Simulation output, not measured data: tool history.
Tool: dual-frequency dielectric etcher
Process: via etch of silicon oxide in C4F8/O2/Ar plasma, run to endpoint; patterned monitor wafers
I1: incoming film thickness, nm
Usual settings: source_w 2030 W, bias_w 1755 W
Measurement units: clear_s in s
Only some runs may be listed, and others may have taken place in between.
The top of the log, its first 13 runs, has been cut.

{"run": 14, "hour": 159.8, "source_w": 2030, "bias_w": 2062, "I1": 1269.3, "clear_s": 234.3}
{"hour": 192.9, "done": "upper electrode replaced"}
{"run": 15, "hour": 193.4, "source_w": 1700, "bias_w": 1755, "I1": 1274.8, "clear_s": 280.6}
{"run": 16, "hour": 193.7, "source_w": 2030, "bias_w": 1632, "I1": 1285.4, "clear_s": 258.4}
{"run": 17, "hour": 197.4, "source_w": 2480, "bias_w": 2128, "I1": 1263.4, "clear_s": 204.2}
{"hour": 222.1, "done": "wet clean of the chamber"}
{"run": 18, "hour": 222.6, "source_w": 1830, "bias_w": 1755, "I1": 1285.4, "clear_s": 270.9}
{"run": 19, "hour": 223.0, "source_w": 1750, "bias_w": 2099, "I1": 1272.2, "clear_s": 259.8}
{"run": 20, "hour": 226.5, "source_w": 2030, "bias_w": 1755, "I1": 1269, "clear_s": 248.3}
{"run": 21, "hour": 233.8, "source_w": 2030, "bias_w": 2018, "I1": 1269.3, "clear_s": 238.3}
{"run": 22, "hour": 245.3, "source_w": 2030, "bias_w": 1755, "I1": 1276.8, "clear_s": 251}
{"run": 23, "hour": 258.2, "source_w": 2030, "bias_w": 1755, "I1": 1277.7, "clear_s": 250}
{"run": 24, "hour": 267.7, "source_w": 1720, "bias_w": 2169, "I1": 1262.3, "clear_s": 255.8}
{"hour": 272.2, "done": "bias power generator calibrated"}
{"run": 25, "hour": 284.5, "source_w": 2380, "bias_w": 1546, "I1": 1280.4, "clear_s": 239.8}
{"run": 26, "hour": 295.9, "source_w": 2030, "bias_w": 1755, "I1": 1272.8, "clear_s": 249.9}
{"run": 27, "hour": 304.3, "source_w": 2030, "bias_w": 1755, "I1": 1277, "clear_s": 250.9}
{"run": 28, "hour": 311.0, "source_w": 2030, "bias_w": 1755, "I1": 1263.2, "clear_s": 248.8}
{"run": 29, "hour": 321.4, "source_w": 2030, "bias_w": 1595, "I1": 1273.7, "clear_s": 259.9}
{"run": 30, "hour": 330.0, "source_w": 2500, "bias_w": 1507, "I1": 1265, "clear_s": 230.7}
{"run": 31, "hour": 361.9, "source_w": 2300, "bias_w": 2032, "I1": 1262.8, "clear_s": 218.5}
{"run": 32, "hour": 377.6, "source_w": 1840, "bias_w": 2021, "I1": 1287.7, "clear_s": 258.6}
{"run": 33, "hour": 383.8, "source_w": 1530, "bias_w": 1372, "I1": 1268, "clear_s": 328.8}
{"run": 34, "hour": 390.1, "source_w": 1600, "bias_w": 1755, "I1": 1277.9, "clear_s": 292.4}

Each row is a separate what-if for the run after 34, all from the same tool condition, not one after another. Results?
{"run": "A", "hour": 390.6, "source_w": 2030, "bias_w": 1895, "I1": 1265.1, "clear_s": "?"}
{"run": "B", "hour": 390.6, "source_w": 1620, "bias_w": 1524, "I1": 1265.1, "clear_s": "?"}
{"run": "C", "hour": 390.6, "source_w": 2030, "bias_w": 2120, "I1": 1265.1, "clear_s": "?"}
{"run": "D", "hour": 390.6, "source_w": 1850, "bias_w": 2078, "I1": 1265.1, "clear_s": "?"}
{"run": "E", "hour": 390.6, "source_w": 2300, "bias_w": 1903, "I1": 1265.1, "clear_s": "?"}

run=A clear_s=244.5
run=B clear_s=305.8
run=C clear_s=235.2
run=D clear_s=250.9
run=E clear_s=226.7
Without the tool's hidden state the same runs would have given:
run=A clear_s=244.5
run=B clear_s=305.8
run=C clear_s=235.2
run=D clear_s=250.9
run=E clear_s=226.7

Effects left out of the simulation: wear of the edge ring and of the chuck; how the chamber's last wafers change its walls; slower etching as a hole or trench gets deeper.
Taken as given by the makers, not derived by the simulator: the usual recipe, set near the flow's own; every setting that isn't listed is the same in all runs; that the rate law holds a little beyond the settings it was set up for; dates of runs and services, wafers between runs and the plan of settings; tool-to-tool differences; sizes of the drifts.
